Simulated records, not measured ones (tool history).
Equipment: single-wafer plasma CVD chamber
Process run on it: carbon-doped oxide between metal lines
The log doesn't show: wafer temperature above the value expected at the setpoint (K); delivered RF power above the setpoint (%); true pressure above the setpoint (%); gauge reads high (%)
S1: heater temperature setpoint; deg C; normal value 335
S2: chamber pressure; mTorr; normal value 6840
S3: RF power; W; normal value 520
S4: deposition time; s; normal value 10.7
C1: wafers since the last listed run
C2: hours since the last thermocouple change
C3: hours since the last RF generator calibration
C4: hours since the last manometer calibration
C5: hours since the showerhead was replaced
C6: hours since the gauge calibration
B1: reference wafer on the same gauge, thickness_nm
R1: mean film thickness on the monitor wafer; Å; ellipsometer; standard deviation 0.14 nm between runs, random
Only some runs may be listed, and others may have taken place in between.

{"run": 1, "hour": 0.0, "S1": 329, "S2": 6840, "S3": 520, "S4": 10.7, "C1": 0, "C2": 1547.8, "C3": 1032.1, "C4": 1639.1, "C5": 4536.2, "C6": 26.2, "B1": 64.701, "R1": 641.84}
{"run": 2, "hour": 11.5, "S1": 335, "S2": 6840, "S3": 520, "S4": 10.7, "C1": 416, "C2": 1559.3, "C3": 1043.6, "C4": 1650.6, "C5": 4547.7, "C6": 37.7, "B1": 64.674, "R1": 625.19}
{"run": 3, "hour": 27.3, "S1": 335, "S2": 6840, "S3": 520, "S4": 10.7, "C1": 571, "C2": 1575.1, "C3": 1059.4, "C4": 1666.4, "C5": 4563.5, "C6": 53.5, "B1": 64.702, "R1": 625.81}
{"run": 4, "hour": 38.6, "S1": 335, "S2": 7510, "S3": 480, "S4": 10.7, "C1": 409, "C2": 1586.4, "C3": 1070.7, "C4": 1677.7, "C5": 4574.8, "C6": 64.8, "B1": 64.698, "R1": 603.24}
{"run": 5, "hour": 49.7, "S1": 335, "S2": 7510, "S3": 480, "S4": 10.7, "C1": 401, "C2": 1597.5, "C3": 1081.8, "C4": 1688.8, "C5": 4585.9, "C6": 75.9, "B1": 64.686, "R1": 601.09}
{"run": 6, "hour": 61.2, "S1": 335, "S2": 7510, "S3": 480, "S4": 10.7, "C1": 416, "C2": 1609, "C3": 1093.3, "C4": 1700.3, "C5": 4597.4, "C6": 87.4, "B1": 64.686, "R1": 601.55}
{"run": 7, "hour": 107.1, "S1": 335, "S2": 6840, "S3": 520, "S4": 10.7, "C1": 1661, "C2": 1654.9, "C3": 1139.2, "C4": 1746.2, "C5": 4643.3, "C6": 133.3, "B1": 64.698, "R1": 626.73}
{"run": 8, "hour": 117.3, "S1": 335, "S2": 6840, "S3": 520, "S4": 10.7, "C1": 369, "C2": 1665.1, "C3": 1149.4, "C4": 1756.4, "C5": 4653.5, "C6": 143.5, "B1": 64.668, "R1": 627.81}
{"run": 9, "hour": 127.0, "S1": 335, "S2": 6840, "S3": 520, "S4": 10.7, "C1": 351, "C2": 1674.8, "C3": 1159.1, "C4": 1766.1, "C5": 4663.2, "C6": 153.2, "B1": 64.693, "R1": 626.14}
{"run": 10, "hour": 133.7, "S1": 335, "S2": 7500, "S3": 520, "S4": 10.7, "C1": 242, "C2": 1681.5, "C3": 1165.8, "C4": 1772.8, "C5": 4669.9, "C6": 159.9, "B1": 64.687, "R1": 625.37}
{"hour": 160.6, "done": "showerhead replaced"}
{"hour": 162.3, "done": "capacitance manometer re-zeroed and calibrated"}
{"hour": 169.5, "done": "RF generator calibrated"}
{"run": 11, "hour": 170.0, "S1": 335, "S2": 7500, "S3": 520, "S4": 10.7, "C1": 701, "C2": 1717.8, "C3": 0.5, "C4": 7.7, "C5": 9.4, "C6": 196.2, "B1": 64.669, "R1": 615.4}
{"run": 12, "hour": 170.9, "S1": 335, "S2": 7500, "S3": 520, "S4": 10.7, "C1": 32, "C2": 1718.7, "C3": 1.4, "C4": 8.6, "C5": 10.3, "C6": 197.1, "B1": 64.718, "R1": 610.15}
{"run": 13, "hour": 179.3, "S1": 339, "S2": 7680, "S3": 520, "S4": 10.7, "C1": 304, "C2": 1727.1, "C3": 9.8, "C4": 17, "C5": 18.7, "C6": 205.5, "B1": 64.69, "R1": 604.45}
{"run": 14, "hour": 187.8, "S1": 341, "S2": 6840, "S3": 520, "S4": 12.3, "C1": 307, "C2": 1735.6, "C3": 18.3, "C4": 25.5, "C5": 27.2, "C6": 214, "B1": 64.669, "R1": 683.25}
{"hour": 202.3, "done": "thermocouple changed; heater temperature recalibrated"}
{"run": 15, "hour": 202.8, "S1": 346, "S2": 8300, "S3": 520, "S4": 11.6, "C1": 253, "C2": 0.5, "C3": 33.3, "C4": 40.5, "C5": 42.2, "C6": 229, "B1": 64.685, "R1": 640.89}
{"hour": 215.1, "done": "RF generator calibrated, repeated, since the last time left the tool worse"}
{"run": 16, "hour": 215.6, "S1": 335, "S2": 6840, "S3": 520, "S4": 10.7, "C1": 173, "C2": 13.3, "C3": 0.5, "C4": 53.3, "C5": 55, "C6": 241.8, "B1": 64.7, "R1": 646.28}
{"hour": 217.6, "done": "gauge calibrated"}
{"run": 17, "hour": 218.5, "S1": 335, "S2": 6840, "S3": 470, "S4": 10.7, "C1": 104, "C2": 16.2, "C3": 3.4, "C4": 56.2, "C5": 57.9, "C6": 0.9, "B1": 64.7, "R1": 610.71}
{"run": 18, "hour": 228.5, "S1": 335, "S2": 6840, "S3": 520, "S4": 10.7, "C1": 362, "C2": 26.2, "C3": 13.4, "C4": 66.2, "C5": 67.9, "C6": 10.9, "B1": 64.69, "R1": 643.04}
{"run": 19, "hour": 240.8, "S1": 335, "S2": 6840, "S3": 520, "S4": 10.7, "C1": 445, "C2": 38.5, "C3": 25.7, "C4": 78.5, "C5": 80.2, "C6": 23.2, "B1": 64.665, "R1": 642.46}
{"run": 20, "hour": 251.6, "S1": 335, "S2": 5490, "S3": 520, "S4": 9.3, "C1": 390, "C2": 49.3, "C3": 36.5, "C4": 89.3, "C5": 91, "C6": 34, "B1": 64.715, "R1": 547.08}
{"run": 21, "hour": 262.3, "S1": 322, "S2": 5420, "S3": 520, "S4": 10.7, "C1": 387, "C2": 60, "C3": 47.2, "C4": 100, "C5": 101.7, "C6": 44.7, "B1": 64.691, "R1": 662.75}
{"run": 22, "hour": 276.2, "S1": 335, "S2": 6840, "S3": 520, "S4": 10.7, "C1": 503, "C2": 73.9, "C3": 61.1, "C4": 113.9, "C5": 115.6, "C6": 58.6, "B1": 64.698, "R1": 645.8}
{"run": 23, "hour": 286.3, "S1": 330, "S2": 7330, "S3": 520, "S4": 9.7, "C1": 365, "C2": 84, "C3": 71.2, "C4": 124, "C5": 125.7, "C6": 68.7, "B1": 64.684, "R1": 598.15}
{"run": 24, "hour": 302.6, "S1": 335, "S2": 6840, "S3": 520, "S4": 11.5, "C1": 590, "C2": 100.3, "C3": 87.5, "C4": 140.3, "C5": 142, "C6": 85, "B1": 64.699, "R1": 687.15}
{"run": 25, "hour": 335.3, "S1": 335, "S2": 6840, "S3": 520, "S4": 10.7, "C1": 1183, "C2": 133, "C3": 120.2, "C4": 173, "C5": 174.7, "C6": 117.7, "B1": 64.725, "R1": 643.27}

Give the tool's hidden conditions for every run:
wafer temperature above the value expected at the setpoint (K): 0 across all the runs
true pressure above the setpoint (%): 0 across all the runs
gauge reads high (%): 0 across all the runs
H1: delivered RF power above the setpoint (%)
run=1 H1=-5.01
run=2 H1=-5.07
run=3 H1=-5.14
run=4 H1=-5.2
run=5 H1=-5.25
run=6 H1=-5.31
run=7 H1=-5.53
run=8 H1=-5.58
run=9 H1=-5.63
run=10 H1=-5.66
run=11 H1=-10.2
run=12 H1=-10.2
run=13 H1=-10.2
run=14 H1=-10.3
run=15 H1=-10.3
run=16 H1=-0.345
run=17 H1=-0.359
run=18 H1=-0.407
run=19 H1=-0.467
run=20 H1=-0.519
run=21 H1=-0.571
run=22 H1=-0.638
run=23 H1=-0.687
run=24 H1=-0.766
run=25 H1=-0.925
